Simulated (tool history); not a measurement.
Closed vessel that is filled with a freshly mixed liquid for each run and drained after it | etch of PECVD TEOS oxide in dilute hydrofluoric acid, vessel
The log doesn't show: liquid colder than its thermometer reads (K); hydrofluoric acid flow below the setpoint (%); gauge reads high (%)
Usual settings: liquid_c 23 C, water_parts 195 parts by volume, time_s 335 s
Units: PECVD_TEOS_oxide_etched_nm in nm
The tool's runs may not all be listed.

| run | hour | liquid_c | water_parts | time_s | wafers since the last listed run | hours since the thermometer was replaced | hours since the hydrofluoric acid flow meter was replaced | hours since the gauge calibration | read-back film thickness of the PECVD TEOS oxide reference wafer, read on the same gauge (nm) | PECVD_TEOS_oxide_etched_nm |
|---|---|---|---|---|---|---|---|---|---|---|
| 1 | 0 | 23 | 260 | 335 | 0 | 2850.7 | 1700.2 | 1088.5 | 90.02 | 18.56 |
| 2 | 30.4 | 23 | 260 | 335 | 1535 | 2881.1 | 1730.6 | 1118.9 | 90.02 | 18.26 |
| 3 | 42.6 | 23 | 195 | 405 | 616 | 2893.3 | 1742.8 | 1131.1 | 89.98 | 31.74 |
|  | 59.2 | thermometer replaced |
| 4 | 65 | 23 | 195 | 405 | 1081 | 5.8 | 1765.2 | 1153.5 | 90.01 | 33.82 |
| 5 | 87.3 | 23 | 195 | 405 | 1126 | 28.1 | 1787.5 | 1175.8 | 89.98 | 34.41 |
| 6 | 117.2 | 23 | 195 | 335 | 1510 | 58 | 1817.4 | 1205.7 | 90.01 | 28.38 |
| 7 | 141.2 | 23 | 195 | 335 | 1212 | 82 | 1841.4 | 1229.7 | 90.01 | 28.09 |
|  | 167.8 | gauge calibrated |
| 8 | 226.9 | 18.5 | 195 | 335 | 4329 | 167.7 | 1927.1 | 59.1 | 90 | 23.75 |
| 9 | 257.7 | 23 | 115 | 335 | 1555 | 198.5 | 1957.9 | 89.9 | 90 | 51.36 |
| 10 | 281.8 | 26.5 | 195 | 525 | 1217 | 222.6 | 1982 | 114 | 90.03 | 49.6 |
| 11 | 344.5 | 24.5 | 225 | 440 | 3167 | 285.3 | 2044.7 | 176.7 | 89.98 | 32.48 |
| 12 | 390.2 | 23 | 195 | 335 | 2308 | 331 | 2090.4 | 222.4 | 89.98 | 27.24 |
|  | 422.7 | hydrofluoric acid flow meter replaced |
| 13 | 487.4 | 23 | 195 | 335 | 4859 | 428.2 | 64.7 | 319.6 | 90.01 | 30.79 |
| 14 | 513.1 | 25 | 195 | 335 | 1298 | 453.9 | 90.4 | 345.3 | 89.97 | 34.23 |
| 15 | 544.4 | 23 | 195 | 205 | 1581 | 485.2 | 121.7 | 376.6 | 90.03 | 19.5 |
| 16 | 626.9 | 23 | 195 | 335 | 4167 | 567.7 | 204.2 | 459.1 | 90 | 31.21 |
| 17 | 641.3 | 23 | 195 | 335 | 727 | 582.1 | 218.6 | 473.5 | 89.99 | 30.8 |
| 18 | 668.7 | 19 | 195 | 335 | 1384 | 609.5 | 246 | 500.9 | 89.99 | 26.68 |
| 19 | 687.1 | 25.5 | 195 | 240 | 929 | 627.9 | 264.4 | 519.3 | 89.98 | 23.95 |
| 20 | 719.7 | 23 | 195 | 335 | 1646 | 660.5 | 297 | 551.9 | 89.98 | 30.9 |
| 21 | 747.8 | 23 | 115 | 210 | 1419 | 688.6 | 325.1 | 580 | 89.98 | 35.94 |
| 22 | 769.2 | 26.5 | 120 | 260 | 1081 | 710 | 346.5 | 601.4 | 90 | 47.86 |
| 23 | 792.9 | 23 | 260 | 335 | 1197 | 733.7 | 370.2 | 625.1 | 90.04 | 21.83 |
| 24 | 817.7 | 23 | 225 | 335 | 1252 | 758.5 | 395 | 649.9 | 90 | 25.76 |
| 25 | 850 | 23 | 195 | 335 | 1631 | 790.8 | 427.3 | 682.2 | 90 | 30.32 |
| 26 | 862.9 | 23 | 195 | 335 | 651 | 803.7 | 440.2 | 695.1 | 90.01 | 30.3 |
| 27 | 878.4 | 19.5 | 155 | 225 | 782 | 819.2 | 455.7 | 710.6 | 90 | 23.51 |
| 28 | 910.9 | 23 | 230 | 205 | 1641 | 851.7 | 488.2 | 743.1 | 90 | 15.08 |
| 29 | 930.9 | 27 | 155 | 405 | 1010 | 871.7 | 508.2 | 763.1 | 89.99 | 56.14 |
| 30 | 957.6 | 23 | 195 | 335 | 1348 | 898.4 | 534.9 | 789.8 | 90.01 | 29.8 |
| 31 | 969.6 | 20.5 | 290 | 180 | 606 | 910.4 | 546.9 | 801.8 | 90.02 | 8.94 |
| 32 | 984.9 | 24.5 | 270 | 445 | 772 | 925.7 | 562.2 | 817.1 | 89.98 | 27.5 |

Measured less the same run without the tool's hidden state. The same run-to-run variation is in both; the gauge's scatter may not be:
| run | PECVD_TEOS_oxide_etched_nm |
|---|---|
| 1 | -4.5 |
| 2 | -4.52 |
| 3 | -7.85 |
| 4 | -4.73 |
| 5 | -4.89 |
| 6 | -4.14 |
| 7 | -4.18 |
| 8 | -3.74 |
| 9 | -7.92 |
| 10 | -8.28 |
| 11 | -5.74 |
| 12 | -4.86 |
| 13 | -1.01 |
| 14 | -1.21 |
| 15 | -0.76 |
| 16 | -1.47 |
| 17 | -1.49 |
| 18 | -1.39 |
| 19 | -1.25 |
| 20 | -1.74 |
| 21 | -2.13 |
| 22 | -2.91 |
| 23 | -1.39 |
| 24 | -1.71 |
| 25 | -2.11 |
| 26 | -2.15 |
| 27 | -1.74 |
| 28 | -1.15 |
| 29 | -4.32 |
| 30 | -2.41 |
| 31 | -0.74 |
| 32 | -2.3 |

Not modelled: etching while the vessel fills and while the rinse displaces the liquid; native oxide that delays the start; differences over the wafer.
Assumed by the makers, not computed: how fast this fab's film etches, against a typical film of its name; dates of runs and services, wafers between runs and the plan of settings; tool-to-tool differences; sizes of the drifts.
